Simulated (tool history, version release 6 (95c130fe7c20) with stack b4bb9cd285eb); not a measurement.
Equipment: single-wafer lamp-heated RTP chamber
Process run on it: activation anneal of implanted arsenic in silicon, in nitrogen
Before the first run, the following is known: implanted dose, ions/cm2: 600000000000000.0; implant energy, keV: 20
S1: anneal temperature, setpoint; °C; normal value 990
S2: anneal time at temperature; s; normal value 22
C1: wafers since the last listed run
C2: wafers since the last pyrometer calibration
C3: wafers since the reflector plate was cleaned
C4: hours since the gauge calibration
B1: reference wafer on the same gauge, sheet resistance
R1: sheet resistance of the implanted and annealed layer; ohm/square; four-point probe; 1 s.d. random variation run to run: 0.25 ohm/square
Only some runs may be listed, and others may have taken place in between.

| run | day | S1 | S2 | C1 | C2 | C3 | C4 | B1 | R1 |
|---|---|---|---|---|---|---|---|---|---|
| 1 | 0 | 990 | 22 | 0 | 6895 | 10395 | 230.1 | 135.9 | 167.1 |
| 2 | 0.638 | 990 | 25 | 192 | 7087 | 10587 | 245.4 | 135.95 | 166.26 |
| 3 | 0.996 | 990 | 25 | 107 | 7195 | 10695 | 254 | 136 | 166.03 |
| 4 | 1.492 | 990 | 22 | 149 | 7345 | 10844 | 265.9 | 136.03 | 166.87 |
| 5 | 1.954 | 990 | 22 | 139 | 7484 | 10983 | 277 | 136.02 | 166.73 |
| 6 | 2.592 | 990 | 22 | 192 | 7676 | 11176 | 292.3 | 135.92 | 167.39 |
| 7 | 3.008 | 990 | 22 | 125 | 7802 | 11301 | 302.3 | 136.04 | 166.85 |
| 8 | 3.438 | 996 | 30 | 129 | 7931 | 11431 | 312.6 | 135.96 | 163.72 |
| 9 | 3.958 | 990 | 22 | 156 | 8088 | 11587 | 325.1 | 136.04 | 166.51 |
| 10 | 4.512 | 990 | 22 | 167 | 8255 | 11754 | 338.4 | 135.97 | 166.69 |
| 11 | 4.771 | 990 | 22 | 77 | 8333 | 11832 | 344.6 | 136.05 | 166.47 |
| 12 | 5.238 | 976 | 12 | 140 | 8473 | 11973 | 355.8 | 135.99 | 172.07 |
| 13 | 5.579 | 976 | 12 | 102 | 8576 | 12076 | 364 | 135.94 | 172 |
| 14 | 6.312 | 976 | 12 | 221 | 8797 | 12297 | 381.6 | 136.02 | 171.75 |
| 15 | 6.796 | 990 | 18 | 145 | 8943 | 12443 | 393.2 | 136.01 | 167.36 |
|  | 7.529 | reflector plate cleaned |
| 16 | 7.55 | 990 | 18 | 126 | 9070 | 6 | 411.3 | 135.95 | 167.3 |
|  | 8.042 | gauge calibrated |
|  | 8.058 | pyrometer window cleaned and pyrometer calibrated |
| 17 | 8.892 | 990 | 22 | 303 | 251 | 310 | 20.4 | 136.05 | 168.59 |
| 18 | 10.642 | 990 | 16 | 527 | 778 | 838 | 62.4 | 136.07 | 170.39 |
| 19 | 11.167 | 982 | 14 | 158 | 936 | 996 | 75 | 136.03 | 172.29 |
| 20 | 11.796 | 1010 | 18 | 189 | 1126 | 1185 | 90.1 | 136.08 | 167.04 |
| 21 | 12.333 | 990 | 28 | 161 | 1288 | 1347 | 103 | 135.92 | 166.93 |
| 22 | 12.721 | 970 | 27 | 116 | 1405 | 1464 | 112.3 | 136.04 | 170.08 |
| 23 | 13.117 | 1012 | 22 | 119 | 1524 | 1583 | 121.8 | 135.95 | 165.19 |
| 24 | 13.75 | 1007 | 26 | 190 | 1715 | 1774 | 137 | 135.98 | 164.7 |
| 25 | 14.25 | 974 | 17 | 150 | 1866 | 1925 | 149 | 136.01 | 172.11 |
| 26 | 14.5 | 1010 | 26 | 75 | 1941 | 2000 | 155 | 135.88 | 164.2 |
| 27 | 14.779 | 976 | 12 | 84 | 2025 | 2085 | 161.7 | 136.12 | 172.69 |
| 28 | 15.108 | 975 | 9 | 99 | 2124 | 2184 | 169.6 | 136.02 | 174.57 |
| 29 | 15.796 | 1011 | 22 | 207 | 2332 | 2391 | 186.1 | 136 | 165.11 |
| 30 | 16.483 | 972 | 26 | 207 | 2539 | 2598 | 202.6 | 136.03 | 170.02 |
| 31 | 16.954 | 990 | 34 | 141 | 2681 | 2740 | 213.9 | 135.93 | 165.75 |
| 32 | 17.308 | 990 | 22 | 106 | 2787 | 2847 | 222.4 | 136.05 | 168.22 |

Had the tool no unlogged condition, and each run kept its random variation, what would the results have been?
The tool's hidden condition here consists of: true wafer temperature minus pyrometer reading, K; wafer temperature error from the tarnished reflector plate, K; gauge reads high (%).
| run | R1 |
|---|---|
| 1 | 168.43 |
| 2 | 167.72 |
| 3 | 167.53 |
| 4 | 168.36 |
| 5 | 168.27 |
| 6 | 169.02 |
| 7 | 168.52 |
| 8 | 165.65 |
| 9 | 168.3 |
| 10 | 168.56 |
| 11 | 168.37 |
| 12 | 173.55 |
| 13 | 173.51 |
| 14 | 173.34 |
| 15 | 169.4 |
| 16 | 169.45 |
| 17 | 168.61 |
| 18 | 170.43 |
| 19 | 172.33 |
| 20 | 167.1 |
| 21 | 167 |
| 22 | 170.15 |
| 23 | 165.28 |
| 24 | 164.81 |
| 25 | 172.21 |
| 26 | 164.34 |
| 27 | 172.78 |
| 28 | 174.67 |
| 29 | 165.28 |
| 30 | 170.2 |
| 31 | 165.98 |
| 32 | 168.43 |

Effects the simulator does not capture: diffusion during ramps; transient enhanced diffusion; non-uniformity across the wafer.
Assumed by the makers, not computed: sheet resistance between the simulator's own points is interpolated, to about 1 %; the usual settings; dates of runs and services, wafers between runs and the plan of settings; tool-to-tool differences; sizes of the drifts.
